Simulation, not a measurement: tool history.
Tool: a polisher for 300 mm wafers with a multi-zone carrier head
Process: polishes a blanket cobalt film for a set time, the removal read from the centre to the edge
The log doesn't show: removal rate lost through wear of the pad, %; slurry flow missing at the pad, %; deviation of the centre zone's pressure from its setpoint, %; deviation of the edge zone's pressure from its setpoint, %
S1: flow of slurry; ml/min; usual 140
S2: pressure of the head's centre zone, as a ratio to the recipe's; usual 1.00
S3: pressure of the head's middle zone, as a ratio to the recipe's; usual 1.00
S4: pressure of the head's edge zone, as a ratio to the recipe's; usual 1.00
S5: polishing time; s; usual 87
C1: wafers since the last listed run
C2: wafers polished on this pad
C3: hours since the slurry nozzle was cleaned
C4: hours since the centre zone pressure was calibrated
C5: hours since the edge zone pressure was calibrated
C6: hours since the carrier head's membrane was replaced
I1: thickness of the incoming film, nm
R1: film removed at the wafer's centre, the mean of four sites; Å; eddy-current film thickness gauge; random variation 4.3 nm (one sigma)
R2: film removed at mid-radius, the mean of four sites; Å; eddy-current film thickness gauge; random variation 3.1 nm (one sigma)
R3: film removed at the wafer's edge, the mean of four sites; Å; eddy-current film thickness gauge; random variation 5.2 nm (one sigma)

run   hour   S1    S2    S3    S4   S5   C1    C2     C3     C4      C5      C6      I1    R1    R2    R3
  1    0.0  140  1.00  1.00  1.00   87    0    15  138.8  789.0  1246.0  1618.5  1097.4  3858  3427  3497
  2   15.2  140  1.00  1.05  1.03   87  109   124  154.0  804.2  1261.2  1633.7  1114.6  3940  3502  3433
  3   34.3  140  1.00  1.00  1.00   87  137   261  173.1  823.3  1280.3  1652.8  1105.4  3823  3333  3385
  4   60.2  140  1.00  1.00  1.00   87  186   448  199.0  849.2  1306.2  1678.7  1095.9  3825  3322  3306
      80.8  -- slurry nozzle cleaned
  5   86.5  140  1.00  1.00  1.00   87  181   629    5.7  875.5  1332.5  1705.0  1098.1  3808  3289  3264
  6  110.9  140  1.00  1.00  1.00   87  175   805   30.1  899.9  1356.9  1729.4  1096.1  3734  3247  3350
  7  140.4  140  1.00  1.00  1.00   87  211  1017   59.6  929.4  1386.4  1758.9  1106.3  3806  3262  3330
     144.3  -- edge zone pressure recalibrated
     148.4  -- centre zone pressure recalibrated
     180.4  -- worn pad replaced by a new one
  8  228.6  140  1.00  1.00  1.00   87  576   346  147.8   80.2    84.3  1847.1  1098.0  3314  3306  3347
  9  245.1  140  1.00  1.00  1.00   87  118   464  164.3   96.7   100.8  1863.6  1097.1  3339  3268  3296
 10  258.5  140  1.00  1.00  1.07   87   96   560  177.7  110.1   114.2  1877.0  1087.9  3379  3259  3476
 11  275.3  140  1.10  1.05  1.00   87  120   681  194.5  126.9   131.0  1893.8  1087.0  3580  3367  3403
     305.1  -- slurry nozzle cleaned
     305.2  -- carrier head's membrane replaced by a new one
 12  309.3  140  1.00  1.00  1.00   87  236   917    4.2  160.9   165.0     4.1  1093.3  3260  3188  3256
 13  342.1  140  1.00  1.00  1.00   87  235  1153   37.0  193.7   197.8    36.9  1106.6  3287  3199  3328
 14  361.7  120  1.00  1.00  1.00  104  140  1294   56.6  213.3   217.4    56.5  1093.0  3915  3751  3831
     380.4  -- worn pad replaced by a new one
 15  386.8  140  1.12  1.09  0.89   60  151    45   81.7  238.4   242.5    81.6  1101.0  2760  2507  2222
 16  400.4  120  1.11  1.00  0.90   87   97   143   95.3  252.0   256.1    95.2  1105.3  3904  3230  3270
 17  429.8  160  1.05  1.12  0.97   87  211   354  124.7  281.4   285.5   124.6  1085.0  3770  3803  3327
 18  449.0  140  1.00  1.00  1.00   87  137   492  143.9  300.6   304.7   143.8  1092.0  3484  3350  3342
 19  475.9  110  1.05  1.00  1.09   87  193   686  170.8  327.5   331.6   170.7  1107.2  3433  3127  3457

Forecast each of these 3 alternatives for the next run:
  A  476.3   90  1.00  1.00  1.00  87   2  688  171.2  327.9  332.0  171.1  1079.1   ?   ?   ?
  B  476.3  180  1.00  0.96  1.00  60   2  688  171.2  327.9  332.0  171.1  1079.1   ?   ?   ?
  C  476.3  175  1.12  1.00  0.91  87   2  688  171.2  327.9  332.0  171.1  1079.1   ?   ?   ?

run    R1    R2    R3
  A  3083  2923  3187
  B  2507  2252  2435
  C  4055  3363  3365
Without the tool's hidden state the same runs would have given:
run    R1    R2    R3
  A  3091  3051  3327
  B  2514  2351  2542
  C  4067  3511  3512
